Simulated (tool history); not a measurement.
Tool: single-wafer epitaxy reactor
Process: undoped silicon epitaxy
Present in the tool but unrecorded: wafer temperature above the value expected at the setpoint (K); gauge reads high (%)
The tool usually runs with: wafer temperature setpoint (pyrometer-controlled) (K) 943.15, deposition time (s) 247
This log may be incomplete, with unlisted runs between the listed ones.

run,day,wafer temperature setpoint (pyrometer-controlled) (K),deposition time (s),wafers since the last listed run,hours since the last pyrometer calibration,hours since the gauge calibration,"read-back reference wafer on the same gauge, thickness_nm",mean film thickness on the monitor wafer (angstrom)
1,0.000,947.15,247,0,1365.2,669.6,57.453,657.06
2,0.500,947.15,247,60,1377.2,681.6,57.515,653.21
3,1.783,947.15,247,155,1408.0,712.4,57.475,656.97
4,2.588,952.15,247,97,1427.3,731.7,57.469,722.45
5,3.946,952.15,247,164,1459.9,764.3,57.477,726.50
6,5.329,943.15,247,167,1493.1,797.5,57.495,605.11
7,5.846,943.15,247,62,1505.5,809.9,57.474,602.68
8,6.804,937.15,272,116,1528.5,832.9,57.462,589.53
9,7.779,937.15,272,118,1551.9,856.3,57.458,589.24
10,8.825,937.15,272,126,1577.0,881.4,57.522,584.70
11,10.112,943.15,247,156,1607.9,912.3,57.429,600.00
12,11.100,943.15,247,119,1631.6,936.0,57.529,603.90
13,12.588,932.15,247,180,1667.3,971.7,57.477,480.40
14,15.096,932.15,247,304,1727.5,1031.9,57.498,481.35
# day 15.488: pyrometer calibrated
15,15.992,932.15,247,68,12.1,1053.4,57.552,496.34
16,17.367,943.15,247,166,45.1,1086.4,57.505,617.52
17,17.904,943.15,247,65,58.0,1099.3,57.496,619.64
18,18.717,943.15,247,98,77.5,1118.8,57.496,617.74
19,20.133,950.15,261,171,111.5,1152.8,57.518,749.24
20,21.054,943.15,247,111,133.6,1174.9,57.499,616.64
21,21.683,943.15,247,76,148.7,1190.0,57.595,618.37
22,23.096,929.15,263,171,182.6,1223.9,57.526,494.42
23,23.908,951.15,274,98,202.1,1243.4,57.533,800.67
24,24.604,951.15,274,84,218.8,1260.1,57.525,800.10
25,25.350,935.15,268,90,236.7,1278.0,57.449,565.98
26,25.988,937.15,203,77,252.0,1293.3,57.489,448.23
# day 26.467: gauge calibrated
27,27.417,931.15,247,173,286.3,22.8,57.465,480.90
28,28.021,953.15,214,73,300.8,37.3,57.455,652.63
29,29.304,935.15,218,155,331.6,68.1,57.456,462.28
30,30.371,931.15,268,129,357.2,93.7,57.558,520.71
31,31.221,943.15,247,103,377.6,114.1,57.422,614.07
32,31.908,929.15,212,83,394.1,130.6,57.551,396.20
33,32.575,956.15,281,80,410.1,146.6,57.506,904.00
34,33.404,929.15,261,100,430.0,166.5,57.508,486.49
35,34.304,932.15,231,109,451.6,188.1,57.538,456.94
36,35.196,953.15,214,108,473.0,209.5,57.481,647.74
37,35.983,929.15,247,95,491.9,228.4,57.520,458.65
38,37.433,949.15,294,175,526.7,263.2,57.523,824.07
39,38.171,932.15,247,89,544.4,280.9,57.486,489.63
40,39.467,929.15,200,157,575.5,312.0,57.506,372.24
41,42.017,947.15,229,309,636.7,373.2,57.558,614.99
42,43.154,953.15,269,138,664.0,400.5,57.485,811.69

What if the next run were any one of these 4? Each begins from the tool's condition after run 42:
A,43.175,943.15,206,2,664.5,401.0,?,?
B,43.175,943.15,288,2,664.5,401.0,?,?
C,43.175,943.15,261,2,664.5,401.0,?,?
D,43.175,943.15,225,2,664.5,401.0,?,?

run,"read-back reference wafer on the same gauge, thickness_nm",mean film thickness on the monitor wafer (angstrom)
A,57.543,509.98
B,57.543,712.99
C,57.543,646.14
D,57.543,557.02
Without the tool's hidden state the same runs would have given:
run,mean film thickness on the monitor wafer (angstrom)
A,516.99
B,722.79
C,655.03
D,564.68
